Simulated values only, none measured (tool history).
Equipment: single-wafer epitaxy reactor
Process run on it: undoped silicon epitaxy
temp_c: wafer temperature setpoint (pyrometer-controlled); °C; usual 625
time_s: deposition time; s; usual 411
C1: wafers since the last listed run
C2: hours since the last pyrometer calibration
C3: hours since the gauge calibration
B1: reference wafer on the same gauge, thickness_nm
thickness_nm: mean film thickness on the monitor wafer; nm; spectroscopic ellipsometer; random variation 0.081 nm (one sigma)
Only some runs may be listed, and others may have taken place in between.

Run 1, hour 0: usual settings; C1 0; C2 195.3; C3 2038.3; B1 45.903. Result: thickness_nm 39.171 nm.
Run 2, hour 46.4: usual settings; C1 150; C2 241.7; C3 2084.7; B1 45.913. Result: thickness_nm 39.221 nm.
Run 3, hour 139.9: usual settings; C1 303; C2 335.2; C3 2178.2; B1 45.89. Result: thickness_nm 39.107 nm.
Run 4, hour 242.9: usual settings; C1 334; C2 438.2; C3 2281.2; B1 45.911. Result: thickness_nm 39.183 nm.
Run 5, hour 339.4: usual settings; C1 312; C2 534.7; C3 2377.7; B1 45.897. Result: thickness_nm 39.212 nm.
Run 6, hour 443.1: usual settings; C1 336; C2 638.4; C3 2481.4; B1 45.91. Result: thickness_nm 39.061 nm.
Run 7, hour 496: usual settings; C1 171; C2 691.3; C3 2534.3; B1 45.879. Result: thickness_nm 39.239 nm.
At hour 559: gauge calibrated.
Run 8, hour 567: usual settings; C1 230; C2 762.3; C3 8; B1 45.89. Result: thickness_nm 39.096 nm.
Run 9, hour 636.2: usual settings; C1 224; C2 831.5; C3 77.2; B1 45.886. Result: thickness_nm 39.194 nm.
Run 10, hour 799.8: usual settings; C1 530; C2 995.1; C3 240.8; B1 45.904. Result: thickness_nm 38.994 nm.
Run 11, hour 857.6: usual settings but time_s 382 s; C1 187; C2 1052.9; C3 298.6; B1 45.912. Result: thickness_nm 36.185 nm.
Run 12, hour 956.6: usual settings; C1 321; C2 1151.9; C3 397.6; B1 45.895. Result: thickness_nm 38.969 nm.
Run 13, hour 1024.6: usual settings; C1 220; C2 1219.9; C3 465.6; B1 45.906. Result: thickness_nm 38.935 nm.
Run 14, hour 1127.6: usual settings but temp_c 631 °C, time_s 475 s; C1 334; C2 1322.9; C3 568.6; B1 45.892. Result: thickness_nm 50.508 nm.
Run 15, hour 1224: usual settings but temp_c 631 °C, time_s 475 s; C1 312; C2 1419.3; C3 665; B1 45.886. Result: thickness_nm 50.729 nm.
Run 16, hour 1306.4: usual settings but temp_c 631 °C, time_s 475 s; C1 267; C2 1501.7; C3 747.4; B1 45.882. Result: thickness_nm 50.608 nm.
Run 17, hour 1368.6: usual settings but temp_c 634 °C, time_s 461 s; C1 201; C2 1563.9; C3 809.6; B1 45.893. Result: thickness_nm 51.981 nm.
At hour 1382.4: pyrometer calibrated.
Run 18, hour 1447.5: usual settings but temp_c 634 °C, time_s 461 s; C1 229; C2 65.1; C3 888.5; B1 45.891. Result: thickness_nm 52.87 nm.
Run 19, hour 1488.4: usual settings; C1 132; C2 106; C3 929.4; B1 45.915. Result: thickness_nm 39.289 nm.
Run 20, hour 1542.6: usual settings but time_s 345 s; C1 175; C2 160.2; C3 983.6; B1 45.908. Result: thickness_nm 32.941 nm.
Run 21, hour 1585.1: usual settings but time_s 345 s; C1 137; C2 202.7; C3 1026.1; B1 45.904. Result: thickness_nm 32.922 nm.
Run 22, hour 1656.2: usual settings but time_s 429 s; C1 230; C2 273.8; C3 1097.2; B1 45.892. Result: thickness_nm 40.932 nm.
Run 23, hour 1756.6: usual settings; C1 325; C2 374.2; C3 1197.6; B1 45.901. Result: thickness_nm 39.175 nm.
Run 24, hour 1829.2: usual settings but temp_c 629 °C, time_s 462 s; C1 235; C2 446.8; C3 1270.2; B1 45.888. Result: thickness_nm 47.574 nm.
Run 25, hour 1886.9: usual settings but time_s 374 s; C1 187; C2 504.5; C3 1327.9; B1 45.898. Result: thickness_nm 35.838 nm.
Run 26, hour 1956.1: usual settings but time_s 345 s; C1 224; C2 573.7; C3 1397.1; B1 45.909. Result: thickness_nm 32.826 nm.
Run 27, hour 2058.5: usual settings but temp_c 614 °C; C1 332; C2 676.1; C3 1499.5; B1 45.898. Result: thickness_nm 31.257 nm.
Run 28, hour 2298.8: usual settings but time_s 459 s; C1 779; C2 916.4; C3 1739.8; B1 45.907. Result: thickness_nm 43.619 nm.
Run 29, hour 2367.8: usual settings but temp_c 637 °C; C1 223; C2 985.4; C3 1808.8; B1 45.9. Result: thickness_nm 49.752 nm.
Run 30, hour 2408.5: usual settings; C1 132; C2 1026.1; C3 1849.5; B1 45.905. Result: thickness_nm 39.02 nm.
At hour 2726.1: pyrometer calibrated.
Run 31, hour 2726.6: usual settings but temp_c 615 °C; C1 1005; C2 0.5; C3 2167.6; B1 45.898. Result: thickness_nm 31.946 nm.
Run 32, hour 2777.2: usual settings; C1 164; C2 51.1; C3 2218.2; B1 45.917. Result: thickness_nm 39.281 nm.
Run 33, hour 2822: usual settings but temp_c 620 °C, time_s 454 s; C1 145; C2 95.9; C3 2263; B1 45.88. Result: thickness_nm 39.244 nm.
Run 34, hour 2912.6: usual settings; C1 293; C2 186.5; C3 2353.6; B1 45.908. Result: thickness_nm 39.306 nm.
At hour 2977.3: gauge calibrated.
Run 35, hour 3006.1: usual settings but time_s 485 s; C1 303; C2 280; C3 28.8; B1 45.878. Result: thickness_nm 46.455 nm.
Run 36, hour 3092.9: usual settings; C1 281; C2 366.8; C3 115.6; B1 45.919. Result: thickness_nm 39.191 nm.
Run 37, hour 3149.2: usual settings but temp_c 611 °C, time_s 372 s; C1 182; C2 423.1; C3 171.9; B1 45.909. Result: thickness_nm 26.658 nm.
Run 38, hour 3205.4: usual settings but time_s 345 s; C1 182; C2 479.3; C3 228.1; B1 45.904. Result: thickness_nm 32.871 nm.
Run 39, hour 3395.8: usual settings but temp_c 629 °C, time_s 369 s; C1 617; C2 669.7; C3 418.5; B1 45.911. Result: thickness_nm 38.082 nm.
Run 40, hour 3477.9: usual settings but temp_c 610 °C; C1 266; C2 751.8; C3 500.6; B1 45.903. Result: thickness_nm 28.839 nm.
Run 41, hour 3584.1: usual settings but temp_c 617 °C, time_s 351 s; C1 344; C2 858; C3 606.8; B1 45.909. Result: thickness_nm 28.375 nm.
Run 42, hour 3676.9: usual settings; C1 300; C2 950.8; C3 699.6; B1 45.905. Result: thickness_nm 38.988 nm.
Run 43, hour 3722.2: usual settings; C1 146; C2 996.1; C3 744.9; B1 45.894. Result: thickness_nm 39.117 nm.
Run 44, hour 3760.5: usual settings but temp_c 632 °C; C1 124; C2 1034.4; C3 783.2; B1 45.895. Result: thickness_nm 44.872 nm.

5 options for the next run, each taken on its own from the tool as it stands now. Forecast them:
Run A, hour 3761: usual settings but temp_c 612 °C; C1 1; C2 1034.9; C3 783.7; B1 ?. Result: thickness_nm ?.
Run B, hour 3761: usual settings but temp_c 635 °C, time_s 334 s; C1 1; C2 1034.9; C3 783.7; B1 ?. Result: thickness_nm ?.
Run C, hour 3761: usual settings but temp_c 637 °C, time_s 390 s; C1 1; C2 1034.9; C3 783.7; B1 ?. Result: thickness_nm ?.
Run D, hour 3761: usual settings but temp_c 610 °C, time_s 435 s; C1 1; C2 1034.9; C3 783.7; B1 ?. Result: thickness_nm ?.
Run E, hour 3761: usual settings but temp_c 633 °C, time_s 349 s; C1 1; C2 1034.9; C3 783.7; B1 ?. Result: thickness_nm ?.

run      B1  thickness_nm
  A  45.893        29.904
  B  45.893        38.787
  C  45.893        47.123
  D  45.893        30.358
  E  45.893        38.947
Stripped of hidden state, with their random variation kept, the same runs would have yielded:
run  thickness_nm
  A        30.069
  B        38.992
  C        47.371
  D        30.527
  E        39.153
